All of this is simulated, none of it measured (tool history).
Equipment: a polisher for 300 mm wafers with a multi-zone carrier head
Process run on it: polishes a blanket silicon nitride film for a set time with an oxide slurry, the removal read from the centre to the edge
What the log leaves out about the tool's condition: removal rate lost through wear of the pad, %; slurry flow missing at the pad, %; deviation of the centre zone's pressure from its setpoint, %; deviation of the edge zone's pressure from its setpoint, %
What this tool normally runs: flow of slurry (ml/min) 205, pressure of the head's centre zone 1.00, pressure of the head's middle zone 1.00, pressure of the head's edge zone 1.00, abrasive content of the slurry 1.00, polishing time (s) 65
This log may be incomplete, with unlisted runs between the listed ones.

run     day  flow of slurry (ml/min)  pressure of the head's centre zone  pressure of the head's middle zone  pressure of the head's edge zone  abrasive content of the slurry  polishing time (s)  wafers since the last listed run  wafers polished on this pad  hours since the slurry nozzle was cleaned  hours since the centre zone pressure was calibrated  hours since the edge zone pressure was calibrated  hours since the carrier head's membrane was replaced  incoming thickness of the incoming film, nm  film removed at the wafer's centre (Å)  film removed at mid-radius (Å)  film removed at the wafer's edge (Å)
  1   0.000                      205                                1.00                                1.00                              1.00                            1.00                  65                                 0                          256                                      145.8                                               1244.2                                               89.8                                                 673.3                                        483.8                                     792                             809                                   818
  2   1.358                      205                                1.00                                1.00                              1.00                            1.00                  65                               403                          659                                      178.4                                               1276.8                                              122.4                                                 705.9                                        479.8                                     796                             801                                   799
  3   5.808                      205                                1.00                                1.00                              1.00                            1.00                  65                              1322                         1981                                      285.2                                               1383.6                                              229.2                                                 812.7                                        491.0                                     679                             699                                   707
      6.525  -- worn pad replaced by a new one
  4   6.546                      205                                1.00                                1.00                              1.00                            1.00                  65                               169                            5                                      302.9                                               1401.3                                              246.9                                                 830.4                                        484.2                                     776                             808                                   821
  5   7.442                      205                                1.00                                1.00                              1.07                            1.10                  65                               266                          272                                      324.4                                               1422.8                                              268.4                                                 851.9                                        491.3                                     822                             845                                   894
      9.062  -- centre zone pressure recalibrated
  6  10.204                      205                                1.00                                1.00                              1.07                            1.10                  65                               796                         1068                                      390.7                                                 27.4                                              334.7                                                 918.2                                        486.6                                     795                             799                                   851
  7  11.654                      205                                1.00                                1.00                              1.07                            1.10                  65                               430                         1498                                      425.5                                                 62.2                                              369.5                                                 953.0                                        487.3                                     752                             775                                   815
  8  12.246                      205                                1.00                                1.00                              1.00                            1.00                  65                               175                         1674                                      439.7                                                 76.4                                              383.7                                                 967.2                                        493.1                                     698                             716                                   727
  9  13.079                      205                                1.00                                1.00                              1.00                            1.00                  65                               247                         1922                                      459.7                                                 96.4                                              403.7                                                 987.2                                        498.3                                     666                             685                                   704
     13.792  -- worn pad replaced by a new one
     14.588  -- edge zone pressure recalibrated
 10  15.900                      205                                1.00                                1.00                              1.00                            1.00                  65                               763                          601                                      527.4                                                164.1                                               31.5                                                1054.9                                        490.7                                     724                             751                                   763
     16.642  -- slurry nozzle cleaned
 11  16.975                      205                                1.00                                1.00                              1.00                            1.00                  65                               307                          908                                        8.0                                                189.9                                               57.3                                                1080.7                                        494.5                                     766                             777                                   788
 12  17.512                      145                                1.00                                1.00                              0.96                            1.00                  65                               159                         1067                                       20.9                                                202.8                                               70.2                                                1093.6                                        491.5                                     701                             725                                   727
     18.183  -- carrier head's membrane replaced by a new one
 13  18.379                      255                                1.04                                0.88                              1.07                            1.00                  65                               195                         1263                                       41.7                                                223.6                                               91.0                                                   4.7                                        493.0                                     805                             707                                   806
 14  19.646                      205                                1.00                                1.11                              1.00                            1.00                  65                               376                         1639                                       72.1                                                254.0                                              121.4                                                  35.1                                        486.6                                     720                             798                                   726
 15  20.704                      170                                0.97                                1.09                              1.00                            0.80                  65                               314                         1954                                       97.5                                                279.4                                              146.8                                                  60.5                                        488.1                                     561                             626                                   596
     21.475  -- worn pad replaced by a new one
 16  21.821                      205                                1.00                                1.00                              1.00                            1.00                  65                               282                          103                                      124.3                                                306.2                                              173.6                                                  87.3                                        492.0                                     778                             809                                   813
 17  23.246                      205                                1.00                                0.95                              0.96                            1.00                  80                               423                          526                                      158.5                                                340.4                                              207.8                                                 121.5                                        491.8                                     965                             939                                   974
 18  23.958                      205                                1.00                                0.88                              0.90                            1.00                  65                               211                          738                                      175.6                                                357.5                                              224.9                                                 138.6                                        489.0                                     782                             725                                   759
     27.300  -- worn pad replaced by a new one
 19  27.496                      165                                1.00                                1.00                              1.00                            1.00                  58                              1001                           57                                      260.5                                                442.4                                              309.8                                                 223.5                                        497.3                                     677                             687                                   708
 20  28.188                      205                                1.00                                1.00                              1.00                            1.00                  55                               205                          263                                      277.1                                                459.0                                              326.4                                                 240.1                                        496.8                                     666                             672                                   695
 21  28.846                      250                                1.06                                1.00                              1.00                            0.80                  65                               195                          458                                      292.9                                                474.8                                              342.2                                                 255.9                                        496.7                                     748                             709                                   719
 22  30.250                      150                                0.89                                1.00                              1.00                            0.80                  47                               417                          875                                      326.6                                                508.5                                              375.9                                                 289.6                                        499.0                                     398                             456                                   469

Alternative continuations, all from the tool just after run 22; predict every row:
  A  30.267                      205                                1.00                                1.00                              1.00                            1.00                  65                                 4                          880                                      327.0                                                508.9                                              376.3                                                 290.0                                        496.8                                       ?                               ?                                     ?
  B  30.267                      250                                1.00                                1.00                              1.00                            1.25                  55                                 4                          880                                      327.0                                                508.9                                              376.3                                                 290.0                                        496.8                                       ?                               ?                                     ?
  C  30.267                      260                                1.00                                1.09                              1.00                            0.75                  81                                 4                          880                                      327.0                                                508.9                                              376.3                                                 290.0                                        496.8                                       ?                               ?                                     ?

run  film removed at the wafer's centre (Å)  film removed at mid-radius (Å)  film removed at the wafer's edge (Å)
  A                                     759                             780                                   783
  B                                     748                             767                                   764
  C                                     812                             894                                   825
Take away the tool's hidden state, keep each run's random variation, and the runs would have read:
run  film removed at the wafer's centre (Å)  film removed at mid-radius (Å)  film removed at the wafer's edge (Å)
  A                                     804                             824                                   822
  B                                     788                             806                                   798
  C                                     854                             939                                   862

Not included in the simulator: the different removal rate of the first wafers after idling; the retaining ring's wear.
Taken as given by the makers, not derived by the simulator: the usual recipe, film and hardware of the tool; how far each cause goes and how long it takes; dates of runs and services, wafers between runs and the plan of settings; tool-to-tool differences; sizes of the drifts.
